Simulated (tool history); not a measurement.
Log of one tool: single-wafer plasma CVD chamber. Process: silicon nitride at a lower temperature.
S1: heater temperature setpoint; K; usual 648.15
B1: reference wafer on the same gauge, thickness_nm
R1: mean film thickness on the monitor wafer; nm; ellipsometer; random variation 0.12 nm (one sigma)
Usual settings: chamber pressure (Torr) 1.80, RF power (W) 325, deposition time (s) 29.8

Run 1, hour 0.0: usual settings but S1 660.15 K; B1 44.977. Result: R1 39.066 nm.
Run 2, hour 47.4: usual settings but deposition time (s) 27.7; B1 45.012. Result: R1 36.602 nm.
At hour 52.2: gauge calibrated.
Run 3, hour 97.2: usual settings but S1 644.15 K; B1 44.991. Result: R1 39.297 nm.
Run 4, hour 161.2: usual settings but S1 644.15 K; B1 44.968. Result: R1 39.421 nm.
Run 5, hour 225.1: usual settings; B1 44.997. Result: R1 39.049 nm.
Run 6, hour 250.8: usual settings but S1 661.15 K, RF power (W) 285; B1 45.002. Result: R1 34.799 nm.
Run 7, hour 282.6: usual settings but S1 656.15 K, chamber pressure (Torr) 2.10, RF power (W) 270; B1 44.989. Result: R1 34.689 nm.
Run 8, hour 336.7: usual settings; B1 45.037. Result: R1 39.097 nm.
Run 9, hour 402.0: usual settings; B1 45.007. Result: R1 39.013 nm.
Run 10, hour 465.3: usual settings but chamber pressure (Torr) 1.94, RF power (W) 285; B1 44.972. Result: R1 35.686 nm.
Run 11, hour 495.7: usual settings; B1 45.015. Result: R1 39.136 nm.
Run 12, hour 536.1: usual settings; B1 45.018. Result: R1 38.839 nm.
At hour 595.1: capacitance manometer re-zeroed and calibrated.
Run 13, hour 598.4: usual settings but deposition time (s) 35.1; B1 45.021. Result: R1 46.632 nm.
Run 14, hour 634.9: usual settings but chamber pressure (Torr) 2.22, RF power (W) 305, deposition time (s) 35.2; B1 44.983. Result: R1 46.807 nm.
Run 15, hour 686.7: usual settings but S1 643.15 K, RF power (W) 305, deposition time (s) 25.9; B1 44.982. Result: R1 32.649 nm.
Run 16, hour 754.5: usual settings but S1 662.15 K, RF power (W) 290, deposition time (s) 33.0; B1 45.020. Result: R1 39.339 nm.
Run 17, hour 784.0: usual settings but S1 636.15 K, chamber pressure (Torr) 2.11, RF power (W) 360, deposition time (s) 32.0; B1 45.003. Result: R1 48.015 nm.
Run 18, hour 837.9: usual settings but S1 644.15 K, chamber pressure (Torr) 1.93; B1 44.997. Result: R1 40.325 nm.
Run 19, hour 871.9: usual settings but chamber pressure (Torr) 1.64, RF power (W) 355, deposition time (s) 28.2; B1 45.018. Result: R1 38.905 nm.
At hour 907.8: thermocouple changed; heater temperature recalibrated.
Run 20, hour 926.3: usual settings; B1 44.987. Result: R1 39.223 nm.
Run 21, hour 989.9: usual settings but chamber pressure (Torr) 1.57, deposition time (s) 24.4; B1 45.011. Result: R1 31.056 nm.
Run 22, hour 1041.9: usual settings but RF power (W) 300, deposition time (s) 34.0; B1 45.005. Result: R1 42.086 nm.
Run 23, hour 1071.8: usual settings but deposition time (s) 27.4; B1 45.016. Result: R1 36.280 nm.
Run 24, hour 1139.9: usual settings but S1 643.15 K, RF power (W) 305; B1 45.005. Result: R1 37.417 nm.
Run 25, hour 1177.3: usual settings but chamber pressure (Torr) 1.52, deposition time (s) 27.2; B1 44.983. Result: R1 34.067 nm.
Run 26, hour 1220.1: usual settings but S1 636.15 K, chamber pressure (Torr) 2.01, RF power (W) 350, deposition time (s) 26.4; B1 45.021. Result: R1 38.310 nm.
Run 27, hour 1291.0: usual settings but S1 655.15 K, chamber pressure (Torr) 1.59, deposition time (s) 27.7; B1 44.992. Result: R1 35.008 nm.
Run 28, hour 1317.2: usual settings but S1 636.15 K, chamber pressure (Torr) 1.46, RF power (W) 360, deposition time (s) 25.8; B1 44.995. Result: R1 34.790 nm.
At hour 1331.1: gauge calibrated.
Run 29, hour 1380.4: usual settings; B1 44.972. Result: R1 39.201 nm.

Forecast each of these 3 alternatives for the next run:
Run A, hour 1380.8: usual settings; B1 ?. Result: R1 ?.
Run B, hour 1380.8: usual settings but deposition time (s) 27.2; B1 ?. Result: R1 ?.
Run C, hour 1380.8: usual settings but RF power (W) 280, deposition time (s) 27.4; B1 ?. Result: R1 ?.

run      B1      R1
  A  45.021  38.953
  B  45.021  35.562
  C  45.021  31.525
Without the tool's hidden state the same runs would have given:
run      R1
  A  39.377
  B  35.948
  C  31.868
